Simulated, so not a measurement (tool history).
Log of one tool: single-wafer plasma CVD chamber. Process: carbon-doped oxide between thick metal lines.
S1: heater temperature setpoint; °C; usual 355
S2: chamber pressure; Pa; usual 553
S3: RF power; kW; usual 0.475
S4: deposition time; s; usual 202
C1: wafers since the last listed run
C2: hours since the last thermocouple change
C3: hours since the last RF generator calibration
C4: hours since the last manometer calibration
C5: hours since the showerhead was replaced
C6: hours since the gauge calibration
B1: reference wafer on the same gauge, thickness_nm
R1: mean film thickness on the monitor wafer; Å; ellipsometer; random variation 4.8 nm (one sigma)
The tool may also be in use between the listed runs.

run 1 hour=0.0 | S1=355 S2=553 S3=0.475 S4=202 | C1=0 C2=1865.3 C3=2386.0 C4=94.7 C5=4514.3 C6=27.4 | B1=962.800 | R1=9536.26
run 2 hour=18.9 | S1=355 S2=553 S3=0.475 S4=202 | C1=174 C2=1884.2 C3=2404.9 C4=113.6 C5=4533.2 C6=46.3 | B1=961.954 | R1=9511.01
run 3 hour=40.3 | S1=355 S2=553 S3=0.475 S4=202 | C1=197 C2=1905.6 C3=2426.3 C4=135.0 C5=4554.6 C6=67.7 | B1=959.830 | R1=9626.54
run 4 hour=62.4 | S1=355 S2=553 S3=0.475 S4=202 | C1=203 C2=1927.7 C3=2448.4 C4=157.1 C5=4576.7 C6=89.8 | B1=962.811 | R1=9549.93
run 5 hour=92.7 | S1=364 S2=553 S3=0.475 S4=202 | C1=279 C2=1958.0 C3=2478.7 C4=187.4 C5=4607.0 C6=120.1 | B1=963.349 | R1=9343.47
-- hour=131.7 RF generator calibrated
run 6 hour=132.2 | S1=364 S2=553 S3=0.475 S4=202 | C1=290 C2=1997.5 C3=0.5 C4=226.9 C5=4646.5 C6=159.6 | B1=962.820 | R1=9316.74
run 7 hour=141.7 | S1=344 S2=553 S3=0.400 S4=202 | C1=87 C2=2007.0 C3=10.0 C4=236.4 C5=4656.0 C6=169.1 | B1=961.811 | R1=8669.21
run 8 hour=165.0 | S1=359 S2=553 S3=0.525 S4=202 | C1=214 C2=2030.3 C3=33.3 C4=259.7 C5=4679.3 C6=192.4 | B1=962.697 | R1=10054.90
run 9 hour=179.0 | S1=355 S2=611 S3=0.475 S4=212 | C1=128 C2=2044.3 C3=47.3 C4=273.7 C5=4693.3 C6=206.4 | B1=966.594 | R1=10035.60
run 10 hour=200.0 | S1=355 S2=639 S3=0.475 S4=184 | C1=193 C2=2065.3 C3=68.3 C4=294.7 C5=4714.3 C6=227.4 | B1=965.256 | R1=8942.60
-- hour=211.7 showerhead replaced
run 11 hour=231.1 | S1=362 S2=448 S3=0.525 S4=190 | C1=212 C2=2096.4 C3=99.4 C4=325.8 C5=19.4 C6=258.5 | B1=963.251 | R1=9082.44
run 12 hour=254.0 | S1=359 S2=553 S3=0.475 S4=202 | C1=210 C2=2119.3 C3=122.3 C4=348.7 C5=42.3 C6=281.4 | B1=962.296 | R1=9507.04
run 13 hour=282.4 | S1=355 S2=553 S3=0.400 S4=202 | C1=261 C2=2147.7 C3=150.7 C4=377.1 C5=70.7 C6=309.8 | B1=963.334 | R1=8412.44
run 14 hour=306.7 | S1=344 S2=553 S3=0.475 S4=202 | C1=223 C2=2172.0 C3=175.0 C4=401.4 C5=95.0 C6=334.1 | B1=961.864 | R1=9768.46
run 15 hour=326.0 | S1=359 S2=656 S3=0.420 S4=233 | C1=177 C2=2191.3 C3=194.3 C4=420.7 C5=114.3 C6=353.4 | B1=964.610 | R1=10260.27
run 16 hour=361.9 | S1=344 S2=600 S3=0.475 S4=220 | C1=330 C2=2227.2 C3=230.2 C4=456.6 C5=150.2 C6=389.3 | B1=962.913 | R1=10758.54
run 17 hour=374.0 | S1=355 S2=553 S3=0.475 S4=202 | C1=111 C2=2239.3 C3=242.3 C4=468.7 C5=162.3 C6=401.4 | B1=964.129 | R1=9518.69
-- hour=406.1 thermocouple changed; heater temperature recalibrated
run 18 hour=406.6 | S1=355 S2=553 S3=0.475 S4=221 | C1=226 C2=0.5 C3=274.9 C4=501.3 C5=194.9 C6=434.0 | B1=962.320 | R1=10516.06
run 19 hour=446.5 | S1=355 S2=553 S3=0.475 S4=202 | C1=367 C2=40.4 C3=314.8 C4=541.2 C5=234.8 C6=473.9 | B1=963.288 | R1=9569.59
run 20 hour=479.4 | S1=344 S2=639 S3=0.555 S4=169 | C1=303 C2=73.3 C3=347.7 C4=574.1 C5=267.7 C6=506.8 | B1=961.595 | R1=9194.21
run 21 hour=493.8 | S1=355 S2=484 S3=0.475 S4=213 | C1=132 C2=87.7 C3=362.1 C4=588.5 C5=282.1 C6=521.2 | B1=963.447 | R1=9824.02
run 22 hour=506.3 | S1=364 S2=553 S3=0.475 S4=202 | C1=115 C2=100.2 C3=374.6 C4=601.0 C5=294.6 C6=533.7 | B1=962.595 | R1=9378.51
run 23 hour=518.4 | S1=355 S2=553 S3=0.475 S4=202 | C1=111 C2=112.3 C3=386.7 C4=613.1 C5=306.7 C6=545.8 | B1=962.799 | R1=9547.58
run 24 hour=587.2 | S1=369 S2=553 S3=0.475 S4=174 | C1=633 C2=181.1 C3=455.5 C4=681.9 C5=375.5 C6=614.6 | B1=962.821 | R1=7986.12
run 25 hour=610.1 | S1=363 S2=676 S3=0.475 S4=202 | C1=210 C2=204.0 C3=478.4 C4=704.8 C5=398.4 C6=637.5 | B1=960.483 | R1=9688.40
run 26 hour=623.2 | S1=342 S2=612 S3=0.520 S4=223 | C1=120 C2=217.1 C3=491.5 C4=717.9 C5=411.5 C6=650.6 | B1=964.410 | R1=11614.84
run 27 hour=635.9 | S1=355 S2=553 S3=0.475 S4=202 | C1=117 C2=229.8 C3=504.2 C4=730.6 C5=424.2 C6=663.3 | B1=962.606 | R1=9569.22
run 28 hour=665.8 | S1=367 S2=516 S3=0.535 S4=202 | C1=275 C2=259.7 C3=534.1 C4=760.5 C5=454.1 C6=693.2 | B1=964.285 | R1=9852.53
run 29 hour=701.4 | S1=359 S2=553 S3=0.475 S4=167 | C1=328 C2=295.3 C3=569.7 C4=796.1 C5=489.7 C6=728.8 | B1=965.223 | R1=7804.08

4 ways to go on from here, each from the tool as it stands after run 29. What would each give?
run A hour=701.9 | S1=355 S2=553 S3=0.475 S4=220 | C1=4 C2=295.8 C3=570.2 C4=796.6 C5=490.2 C6=729.3 | B1=? | R1=?
run B hour=701.9 | S1=348 S2=495 S3=0.420 S4=186 | C1=4 C2=295.8 C3=570.2 C4=796.6 C5=490.2 C6=729.3 | B1=? | R1=?
run C hour=701.9 | S1=370 S2=460 S3=0.475 S4=202 | C1=4 C2=295.8 C3=570.2 C4=796.6 C5=490.2 C6=729.3 | B1=? | R1=?
run D hour=701.9 | S1=355 S2=553 S3=0.475 S4=242 | C1=4 C2=295.8 C3=570.2 C4=796.6 C5=490.2 C6=729.3 | B1=? | R1=?

run=A B1=961.621 R1=10351.00
run=B B1=961.621 R1=8056.81
run=C B1=961.621 R1=8998.62
run=D B1=961.621 R1=11383.56
Without the tool's hidden state the same runs would have given:
run=A R1=10351.00
run=B R1=8056.81
run=C R1=8998.62
run=D R1=11383.56
